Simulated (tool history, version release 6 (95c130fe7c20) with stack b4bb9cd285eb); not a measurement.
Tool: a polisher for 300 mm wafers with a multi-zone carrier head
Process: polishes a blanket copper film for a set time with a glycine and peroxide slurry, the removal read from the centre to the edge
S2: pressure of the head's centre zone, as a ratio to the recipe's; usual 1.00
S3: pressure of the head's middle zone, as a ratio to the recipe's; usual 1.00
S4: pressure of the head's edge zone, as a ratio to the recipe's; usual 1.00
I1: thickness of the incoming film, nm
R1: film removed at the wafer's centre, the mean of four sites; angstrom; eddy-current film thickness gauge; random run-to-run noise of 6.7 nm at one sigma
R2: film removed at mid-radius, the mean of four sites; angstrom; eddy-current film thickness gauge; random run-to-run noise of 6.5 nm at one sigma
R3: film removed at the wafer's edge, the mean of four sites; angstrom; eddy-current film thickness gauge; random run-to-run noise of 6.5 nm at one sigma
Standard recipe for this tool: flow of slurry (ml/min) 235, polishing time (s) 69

{"run": 1, "hour": 0.0, "flow of slurry (ml/min)": 285, "S2": 1.0, "S3": 1.06, "S4": 1.0, "polishing time (s)": 69, "I1": 2242.6, "R1": 4665, "R2": 4846, "R3": 4591}
{"run": 2, "hour": 63.8, "flow of slurry (ml/min)": 235, "S2": 1.0, "S3": 1.11, "S4": 1.0, "polishing time (s)": 86, "I1": 2236.1, "R1": 5573, "R2": 5970, "R3": 5677}
{"run": 3, "hour": 103.1, "flow of slurry (ml/min)": 170, "S2": 1.0, "S3": 1.0, "S4": 1.0, "polishing time (s)": 69, "I1": 2262.0, "R1": 4021, "R2": 4129, "R3": 4254}
{"run": 4, "hour": 162.3, "flow of slurry (ml/min)": 280, "S2": 0.93, "S3": 1.0, "S4": 1.0, "polishing time (s)": 69, "I1": 2253.6, "R1": 4175, "R2": 4453, "R3": 4466}
{"hour": 209.7, "done": "worn pad replaced by a new one"}
{"run": 5, "hour": 227.5, "flow of slurry (ml/min)": 235, "S2": 1.0, "S3": 1.0, "S4": 1.0, "polishing time (s)": 69, "I1": 2229.2, "R1": 4308, "R2": 4446, "R3": 4475}
{"run": 6, "hour": 268.3, "flow of slurry (ml/min)": 235, "S2": 1.12, "S3": 0.94, "S4": 1.0, "polishing time (s)": 69, "I1": 2244.1, "R1": 4787, "R2": 4213, "R3": 4459}
{"run": 7, "hour": 296.7, "flow of slurry (ml/min)": 235, "S2": 1.05, "S3": 1.0, "S4": 0.92, "polishing time (s)": 69, "I1": 2192.9, "R1": 4418, "R2": 4272, "R3": 4310}
{"hour": 344.8, "done": "carrier head's membrane replaced by a new one"}
{"run": 8, "hour": 345.3, "flow of slurry (ml/min)": 210, "S2": 0.96, "S3": 0.9, "S4": 1.0, "polishing time (s)": 69, "I1": 2246.1, "R1": 3943, "R2": 3861, "R3": 4280}
{"hour": 437.1, "done": "centre zone pressure recalibrated"}
{"run": 9, "hour": 487.1, "flow of slurry (ml/min)": 235, "S2": 1.0, "S3": 1.11, "S4": 1.0, "polishing time (s)": 86, "I1": 2223.1, "R1": 4914, "R2": 5495, "R3": 5232}
{"hour": 490.3, "done": "edge zone pressure recalibrated"}
{"hour": 500.9, "done": "slurry nozzle cleaned"}
{"run": 10, "hour": 543.8, "flow of slurry (ml/min)": 200, "S2": 1.0, "S3": 1.0, "S4": 1.0, "polishing time (s)": 69, "I1": 2209.9, "R1": 4395, "R2": 4405, "R3": 4566}
{"run": 11, "hour": 593.1, "flow of slurry (ml/min)": 310, "S2": 1.1, "S3": 1.0, "S4": 1.0, "polishing time (s)": 52, "I1": 2191.9, "R1": 3902, "R2": 3483, "R3": 3434}
{"run": 12, "hour": 629.2, "flow of slurry (ml/min)": 235, "S2": 1.0, "S3": 1.11, "S4": 1.0, "polishing time (s)": 86, "I1": 2268.9, "R1": 5567, "R2": 6122, "R3": 5533}
{"run": 13, "hour": 663.8, "flow of slurry (ml/min)": 235, "S2": 1.0, "S3": 1.0, "S4": 1.1, "polishing time (s)": 47, "I1": 2259.0, "R1": 3090, "R2": 2988, "R3": 3111}
{"run": 14, "hour": 689.5, "flow of slurry (ml/min)": 235, "S2": 1.0, "S3": 1.0, "S4": 1.0, "polishing time (s)": 69, "I1": 2234.2, "R1": 4435, "R2": 4306, "R3": 4440}
{"hour": 695.6, "done": "worn pad replaced by a new one"}
{"run": 15, "hour": 740.3, "flow of slurry (ml/min)": 285, "S2": 0.9, "S3": 1.0, "S4": 1.08, "polishing time (s)": 69, "I1": 2235.8, "R1": 4445, "R2": 4767, "R3": 4988}
{"run": 16, "hour": 792.1, "flow of slurry (ml/min)": 235, "S2": 1.0, "S3": 1.0, "S4": 1.0, "polishing time (s)": 69, "I1": 2239.6, "R1": 4597, "R2": 4591, "R3": 4582}
{"run": 17, "hour": 891.1, "flow of slurry (ml/min)": 235, "S2": 1.0, "S3": 1.0, "S4": 1.1, "polishing time (s)": 47, "I1": 2231.0, "R1": 3021, "R2": 3033, "R3": 3299}
{"run": 18, "hour": 937.5, "flow of slurry (ml/min)": 290, "S2": 1.0, "S3": 1.0, "S4": 1.0, "polishing time (s)": 61, "I1": 2204.4, "R1": 4027, "R2": 4029, "R3": 4145}
{"run": 19, "hour": 972.1, "flow of slurry (ml/min)": 235, "S2": 1.0, "S3": 1.0, "S4": 1.0, "polishing time (s)": 69, "I1": 2237.6, "R1": 4368, "R2": 4369, "R3": 4520}
{"run": 20, "hour": 1010.2, "flow of slurry (ml/min)": 170, "S2": 1.0, "S3": 0.91, "S4": 0.95, "polishing time (s)": 69, "I1": 2205.0, "R1": 3917, "R2": 3668, "R3": 4191}
{"hour": 1021.1, "done": "centre zone pressure recalibrated"}
{"run": 21, "hour": 1035.1, "flow of slurry (ml/min)": 165, "S2": 1.11, "S3": 0.96, "S4": 0.96, "polishing time (s)": 69, "I1": 2254.3, "R1": 4174, "R2": 3830, "R3": 4182}
{"run": 22, "hour": 1104.1, "flow of slurry (ml/min)": 170, "S2": 0.88, "S3": 1.0, "S4": 0.96, "polishing time (s)": 69, "I1": 2200.1, "R1": 3321, "R2": 3810, "R3": 4014}

Each row is a separate what-if for the run after 22, all from the same tool condition, not one after another. Results?
{"run": "A", "hour": 1104.5, "flow of slurry (ml/min)": 235, "S2": 1.0, "S3": 1.05, "S4": 1.0, "polishing time (s)": 69, "I1": 2263.1, "R1": "?", "R2": "?", "R3": "?"}
{"run": "B", "hour": 1104.5, "flow of slurry (ml/min)": 235, "S2": 1.0, "S3": 1.07, "S4": 1.0, "polishing time (s)": 57, "I1": 2263.1, "R1": "?", "R2": "?", "R3": "?"}
{"run": "C", "hour": 1104.5, "flow of slurry (ml/min)": 235, "S2": 1.0, "S3": 0.92, "S4": 1.0, "polishing time (s)": 89, "I1": 2263.1, "R1": "?", "R2": "?", "R3": "?"}
{"run": "D", "hour": 1104.5, "flow of slurry (ml/min)": 235, "S2": 1.0, "S3": 1.0, "S4": 0.94, "polishing time (s)": 69, "I1": 2263.1, "R1": "?", "R2": "?", "R3": "?"}

run=A R1=4051 R2=4413 R3=4404
run=B R1=3347 R2=3704 R3=3637
run=C R1=5220 R2=5099 R3=5690
run=D R1=4049 R2=4236 R3=4279
Without the tool's hidden state the same runs would have given:
run=A R1=4650 R2=5008 R3=4872
run=B R1=3841 R2=4203 R3=4024
run=C R1=5992 R2=5786 R3=6295
run=D R1=4648 R2=4808 R3=4734
